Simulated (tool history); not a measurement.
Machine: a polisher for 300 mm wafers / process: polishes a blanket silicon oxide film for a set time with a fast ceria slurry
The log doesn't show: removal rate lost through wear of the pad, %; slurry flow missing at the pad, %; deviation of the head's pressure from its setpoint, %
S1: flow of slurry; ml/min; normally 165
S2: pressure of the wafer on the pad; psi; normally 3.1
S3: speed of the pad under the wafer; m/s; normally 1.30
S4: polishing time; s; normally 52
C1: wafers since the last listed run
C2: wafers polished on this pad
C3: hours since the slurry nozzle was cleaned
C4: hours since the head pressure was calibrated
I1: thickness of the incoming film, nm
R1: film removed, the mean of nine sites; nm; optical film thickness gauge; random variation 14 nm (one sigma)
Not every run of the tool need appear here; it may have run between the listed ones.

run	hour	S1	S2	S3	S4	C1	C2	C3	C4	I1	R1
1	0.0	165	2.3	1.30	52	0	3452	7.4	754.8	3309.2	1029.3
# hour 2.4: worn pad replaced by a new one
2	63.6	165	3.1	1.30	52	937	937	71.0	818.4	3366.2	1313.1
3	128.3	165	3.1	1.30	52	989	1927	135.7	883.1	3355.1	1318.9
4	154.9	165	3.1	1.30	52	407	2334	162.3	909.7	3333.0	1301.5
5	182.5	165	3.1	1.08	44	422	2756	189.9	937.3	3276.5	896.7
6	213.7	165	3.1	1.08	44	477	3233	221.1	968.5	3353.1	910.3
# hour 256.7: slurry nozzle cleaned
# hour 270.4: worn pad replaced by a new one
7	283.0	165	3.1	1.30	52	983	193	26.3	1037.8	3312.8	1281.6
8	349.7	165	3.1	1.30	52	1020	1213	93.0	1104.5	3344.8	1308.2
9	386.9	165	3.1	1.30	52	569	1783	130.2	1141.7	3353.9	1314.9
10	449.5	165	3.1	1.30	52	957	2740	192.8	1204.3	3355.8	1299.5
11	494.9	165	3.1	1.54	52	694	3435	238.2	1249.7	3288.4	1579.4
# hour 502.9: worn pad replaced by a new one
# hour 530.1: slurry nozzle cleaned
12	541.8	165	3.1	1.54	52	641	579	11.7	1296.6	3300.4	1591.1
13	610.3	130	3.1	1.30	52	1048	1627	80.2	1365.1	3272.7	1314.5
14	663.0	165	3.1	1.30	52	806	2433	132.9	1417.8	3327.9	1348.4
15	699.9	165	3.1	1.30	52	564	2998	169.8	1454.7	3291.4	1348.3
# hour 733.0: head pressure recalibrated
16	737.5	165	3.1	1.30	52	544	3543	207.4	4.5	3387.2	1230.5

The next listed run, before its measurement:
# hour 776.4: worn pad replaced by a new one
17	776.9	165	2.2	1.30	58	541	8	246.8	43.9	3353.8	?

R1: 1078.1 nm
If the tool had no hidden condition, the same run with the same run-to-run variation would have returned R1 1057.5 nm.

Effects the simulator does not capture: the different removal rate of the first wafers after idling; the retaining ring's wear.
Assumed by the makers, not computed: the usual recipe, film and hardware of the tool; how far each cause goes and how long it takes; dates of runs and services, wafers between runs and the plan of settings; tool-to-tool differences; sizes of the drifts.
